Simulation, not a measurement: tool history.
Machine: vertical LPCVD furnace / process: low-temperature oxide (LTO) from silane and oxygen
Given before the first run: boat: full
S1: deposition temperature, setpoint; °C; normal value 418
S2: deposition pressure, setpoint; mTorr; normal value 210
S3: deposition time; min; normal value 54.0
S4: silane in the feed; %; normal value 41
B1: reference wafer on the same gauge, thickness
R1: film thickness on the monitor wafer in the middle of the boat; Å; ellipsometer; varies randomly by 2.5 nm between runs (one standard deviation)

| run | hour | S1 | S2 | S3 | S4 | B1 | R1 |
|---|---|---|---|---|---|---|---|
| 1 | 0.0 | 418 | 210 | 54.0 | 41 | 636.77 | 6235.0 |
| 2 | 72.5 | 418 | 210 | 54.0 | 41 | 637.28 | 6243.2 |
| 3 | 121.1 | 418 | 210 | 54.0 | 36 | 637.11 | 5376.4 |
| 4 | 227.9 | 418 | 230 | 54.0 | 47 | 636.41 | 7846.7 |
| 5 | 267.8 | 418 | 230 | 54.0 | 47 | 636.37 | 7882.5 |
| 6 | 305.3 | 418 | 210 | 54.0 | 41 | 636.90 | 6264.9 |
| 7 | 398.3 | 418 | 235 | 65.5 | 41 | 636.42 | 8486.3 |
| 8 | 505.5 | 418 | 235 | 65.5 | 41 | 637.66 | 8522.5 |
|  | 533.0 | gauge calibrated |
| 9 | 556.6 | 418 | 235 | 65.5 | 41 | 637.17 | 8602.7 |
| 10 | 608.4 | 418 | 230 | 54.0 | 46 | 638.43 | 7660.7 |
|  | 671.4 | thermocouples replaced and temperature profile calibrated |
| 11 | 714.5 | 418 | 230 | 54.0 | 46 | 637.77 | 7528.7 |
| 12 | 754.4 | 418 | 210 | 54.0 | 41 | 638.21 | 6086.8 |
| 13 | 818.9 | 414 | 210 | 54.0 | 33 | 636.86 | 4483.7 |
| 14 | 883.2 | 418 | 210 | 54.0 | 41 | 637.64 | 6090.1 |
|  | 975.1 | silane flow controller replaced |
|  | 1056.9 | pressure gauge zeroed |
| 15 | 1183.8 | 418 | 210 | 54.0 | 43 | 637.04 | 6437.3 |
| 16 | 1230.8 | 428 | 210 | 64.0 | 37 | 636.37 | 7214.0 |
| 17 | 1289.7 | 418 | 230 | 54.0 | 41 | 637.95 | 6700.5 |
| 18 | 1369.3 | 410 | 165 | 63.5 | 41 | 637.14 | 5229.3 |
| 19 | 1424.2 | 408 | 210 | 39.0 | 41 | 637.22 | 4007.9 |
| 20 | 1489.1 | 414 | 250 | 54.0 | 41 | 636.94 | 7085.8 |
| 21 | 1539.9 | 418 | 210 | 54.0 | 41 | 638.32 | 6202.7 |
| 22 | 1611.7 | 409 | 210 | 64.5 | 41 | 636.55 | 6728.0 |
| 23 | 1656.4 | 407 | 235 | 61.5 | 41 | 638.19 | 7041.4 |

3 ways to go on from here, each from the tool as it stands after run 23. What would each give?
| A | 1661.5 | 418 | 210 | 54.0 | 41 | ? | ? |
| B | 1661.5 | 422 | 210 | 54.0 | 41 | ? | ? |
| C | 1661.5 | 413 | 235 | 72.0 | 36 | ? | ? |

| run | B1 | R1 |
|---|---|---|
| A | 638.21 | 6134.0 |
| B | 638.21 | 6385.5 |
| C | 638.21 | 7450.7 |
With the hidden condition removed and each run's random variation left untouched, the same runs would have given:
| run | R1 |
|---|---|
| A | 6019.7 |
| B | 6268.4 |
| C | 7303.6 |
